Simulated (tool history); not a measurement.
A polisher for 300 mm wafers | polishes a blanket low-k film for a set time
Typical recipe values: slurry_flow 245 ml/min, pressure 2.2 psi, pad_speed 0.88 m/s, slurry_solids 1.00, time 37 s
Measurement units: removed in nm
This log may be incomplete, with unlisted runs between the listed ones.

run,day,slurry_flow,pressure,pad_speed,slurry_solids,time,"incoming thickness of the incoming film, nm",removed
1,0.000,245,2.2,0.78,1.00,37,546.5,11.7
2,2.758,245,2.2,0.78,1.00,37,551.7,11.7
3,3.583,245,2.8,0.88,1.00,37,543.5,15.8
4,4.204,245,2.5,0.88,1.00,37,547.1,14.2
5,5.583,245,2.5,0.88,1.00,37,547.1,13.7
6,6.450,245,2.5,0.88,1.00,37,553.9,15.2
7,7.767,245,2.2,0.70,1.00,37,548.3,11.6
8,9.012,245,2.2,0.88,1.00,37,547.0,12.9
9,10.496,245,2.2,0.88,1.00,37,551.9,13.0
10,11.458,275,2.2,0.88,1.10,37,557.6,13.6
11,12.804,175,2.2,1.16,0.90,28,552.0,10.3
12,13.946,310,2.6,1.06,1.10,37,555.7,17.5
13,14.758,245,2.9,1.04,1.00,37,554.2,18.1
14,15.700,245,1.8,0.88,1.15,25,553.0,7.4
15,16.554,245,2.7,1.04,1.25,49,547.2,24.5
16,17.758,245,2.9,1.04,1.00,37,555.8,17.4
17,19.238,245,2.2,0.88,1.00,37,542.0,13.8
18,20.442,245,2.2,0.88,1.00,37,546.6,13.7
19,21.208,245,2.2,0.88,1.00,37,548.0,13.6
20,22.688,290,2.2,1.00,1.00,37,557.5,14.7
21,23.946,245,2.2,0.88,1.00,37,553.9,13.7
22,25.317,245,2.5,1.02,1.10,45,552.7,23.0
23,26.092,245,2.2,0.88,1.00,37,548.0,14.4
24,26.862,305,2.2,0.62,1.20,29,560.2,10.4
25,27.658,180,2.6,0.88,1.00,37,538.0,16.4
26,28.533,245,2.8,0.88,1.00,26,558.7,12.7
27,30.008,245,2.2,1.18,1.00,37,548.9,16.8

Withheld: 10 entries from between the runs. Position of each, and hidden state at the listed run before versus the listed run after:
From run 1 to run 2: slurry nozzle cleaned (day 1.888)
  deviation of the head's pressure from its setpoint, %: -4.89 -> -5.59; abrasive missing from the slurry, %: 12.6 -> 14.5
  difference, measured minus the result without the unlogged condition, removed: -1.4 -> -1.8 nm
From run 3 to run 4: worn pad replaced by a new one (day 3.754)
  deviation of the head's pressure from its setpoint, %: -5.81 -> -5.98; abrasive missing from the slurry, %: 15.1 -> 15.5
  difference, measured minus the result without the unlogged condition, removed: -2.4 -> -2.2 nm
From run 5 to run 6: slurry blender recalibrated (day 5.917)
  deviation of the head's pressure from its setpoint, %: -6.37 -> -6.62; abrasive missing from the slurry, %: 16.5 -> 0.854
  difference, measured minus the result without the unlogged condition, removed: -2.4 -> -1.1 nm
From run 11 to run 12: slurry nozzle cleaned (day 13.042); worn pad replaced by a new one (day 13.454); conditioning disc replaced and pad reconditioned (day 13.908)
  deviation of the head's pressure from its setpoint, %: -8.66 -> -9.06; abrasive missing from the slurry, %: 5.28 -> 6.07
  difference, measured minus the result without the unlogged condition, removed: -1.3 -> -2.3 nm
From run 16 to run 17: head pressure recalibrated (day 18.700)
  deviation of the head's pressure from its setpoint, %: -10.5 -> 2.2; abrasive missing from the slurry, %: 8.72 -> 9.75
  difference, measured minus the result without the unlogged condition, removed: -3.0 -> -0.5 nm
From run 18 to run 19: worn pad replaced by a new one (day 21.067)
  deviation of the head's pressure from its setpoint, %: 2.19 -> 2.18; abrasive missing from the slurry, %: 10.6 -> 11.1
  difference, measured minus the result without the unlogged condition, removed: -0.5 -> -0.6 nm
From run 21 to run 22: slurry blender recalibrated (day 24.412); slurry nozzle cleaned (day 24.442)
  deviation of the head's pressure from its setpoint, %: 2.09 -> 2.03; abrasive missing from the slurry, %: 13 -> 1.32
  difference, measured minus the result without the unlogged condition, removed: -0.7 -> +0.4 nm

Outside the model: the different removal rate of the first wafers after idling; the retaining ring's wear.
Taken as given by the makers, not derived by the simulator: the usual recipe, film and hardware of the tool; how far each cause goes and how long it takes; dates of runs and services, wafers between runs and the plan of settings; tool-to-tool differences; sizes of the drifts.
